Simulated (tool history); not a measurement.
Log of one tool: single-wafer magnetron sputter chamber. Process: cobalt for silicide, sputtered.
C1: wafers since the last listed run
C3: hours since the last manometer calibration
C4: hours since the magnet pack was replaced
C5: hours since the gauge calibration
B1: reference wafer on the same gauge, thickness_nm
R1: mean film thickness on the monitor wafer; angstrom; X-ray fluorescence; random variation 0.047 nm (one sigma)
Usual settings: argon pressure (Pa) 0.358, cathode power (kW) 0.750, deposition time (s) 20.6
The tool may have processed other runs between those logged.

Run 1, hour 0.0: usual settings but argon pressure (Pa) 0.295; C1 0; wafers on the sputter target 2760; C3 1078.7; C4 10784.6; C5 113.6; B1 6.907. Result: R1 83.91 angstrom.
Run 2, hour 13.1: usual settings but argon pressure (Pa) 0.295; C1 542; wafers on the sputter target 3303; C3 1091.8; C4 10797.7; C5 126.7; B1 6.905. Result: R1 84.16 angstrom.
Run 3, hour 24.6: usual settings; C1 476; wafers on the sputter target 3779; C3 1103.3; C4 10809.2; C5 138.2; B1 6.887. Result: R1 81.82 angstrom.
At hour 33.9: sputter target and shields replaced.
Run 4, hour 34.4: usual settings; C1 74; wafers on the sputter target 19; C3 1113.1; C4 10819.0; C5 148.0; B1 6.917. Result: R1 81.90 angstrom.
Run 5, hour 47.7: usual settings but cathode power (kW) 0.600; C1 551; wafers on the sputter target 570; C3 1126.4; C4 10832.3; C5 161.3; B1 6.917. Result: R1 71.37 angstrom.
Run 6, hour 61.1: usual settings; C1 555; wafers on the sputter target 1125; C3 1139.8; C4 10845.7; C5 174.7; B1 6.894. Result: R1 81.67 angstrom.
At hour 76.1: capacitance manometer re-zeroed and calibrated.
Run 7, hour 77.4: usual settings; C1 343; wafers on the sputter target 1469; C3 1.3; C4 10862.0; C5 191.0; B1 6.900. Result: R1 81.75 angstrom.
At hour 94.5: magnet pack replaced.
Run 8, hour 95.0: usual settings; C1 397; wafers on the sputter target 1867; C3 18.9; C4 0.5; C5 208.6; B1 6.891. Result: R1 82.51 angstrom.
At hour 98.8: gauge calibrated.
Run 9, hour 98.9: usual settings; C1 161; wafers on the sputter target 2028; C3 22.8; C4 4.4; C5 0.1; B1 6.899. Result: R1 82.59 angstrom.
Run 10, hour 114.5: usual settings; C1 646; wafers on the sputter target 2675; C3 38.4; C4 20.0; C5 15.7; B1 6.878. Result: R1 82.48 angstrom.

Run 11 comes next. What will it give?
At hour 134.1: sputter target and shields replaced.
Run 11, hour 134.6: usual settings but argon pressure (Pa) 0.228, cathode power (kW) 0.850, deposition time (s) 23.1; C1 501; wafers on the sputter target 20; C3 58.5; C4 40.1; C5 35.8; B1 ?. Result: R1 ?.

B1: 6.912
R1: 104.94 angstrom
With no hidden state in the tool, this same run would have given R1 104.94 angstrom.
